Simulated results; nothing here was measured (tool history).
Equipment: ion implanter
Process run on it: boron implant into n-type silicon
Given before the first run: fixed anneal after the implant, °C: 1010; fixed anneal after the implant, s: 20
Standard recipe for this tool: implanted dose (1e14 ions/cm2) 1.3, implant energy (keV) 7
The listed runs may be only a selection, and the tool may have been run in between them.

run	day	implanted dose (1e14 ions/cm2)	implant energy (keV)	read-back reference wafer on the same gauge, sheet resistance	sheet resistance of the implanted and annealed layer (ohm/square)
1	0	1.3	7	601.5	752.48
2	1.792	1.3	7	602.02	749.82
3	3.254	1.3	7	602.06	751.66
4	5.858	1.3	7	602.42	753.37
5	7.192	1.3	7	602.06	751.63
6	9.454	1.3	7	601.85	751.96
7	17.875	1.3	7	601.64	758.15
# day 20.958: Faraday cup replaced and dose calibrated
8	20.979	1.3	7	602.72	733.78
9	22.875	1.15	9	601.38	779.27
10	27.546	1.15	9	602	786.92
11	30.442	1.3	7	602.38	738.67
12	31.6	1.3	7.5	602.03	726.1
13	32.975	1.3	5.5	601.81	762.2
# day 33.354: gauge calibrated
14	35	1.3	7	602.3	734.65
15	36.788	0.97	8.5	602.58	908.74
16	39.779	1.02	6	602.45	914.29
# day 41.171: extraction supply calibrated
17	41.654	1.08	5.5	602.13	885.58
18	43.979	1.08	8	601.68	842.48
19	50.396	1.3	7	601.37	741.23
20	51.738	1.3	9	601.77	722.36

Branching from run 20: 3 alternative next runs. What would each branch give?
A	51.754	1.15	7	?	?
B	51.754	1.17	8	?	?
C	51.754	1.62	8.5	?	?

run	read-back reference wafer on the same gauge, sheet resistance	sheet resistance of the implanted and annealed layer (ohm/square)
A	601.53	814.22
B	601.53	789.1
C	601.53	603.01
Had the tool no hidden state, the same runs would have come out as:
run	sheet resistance of the implanted and annealed layer (ohm/square)
A	796.5
B	772.02
C	589.87
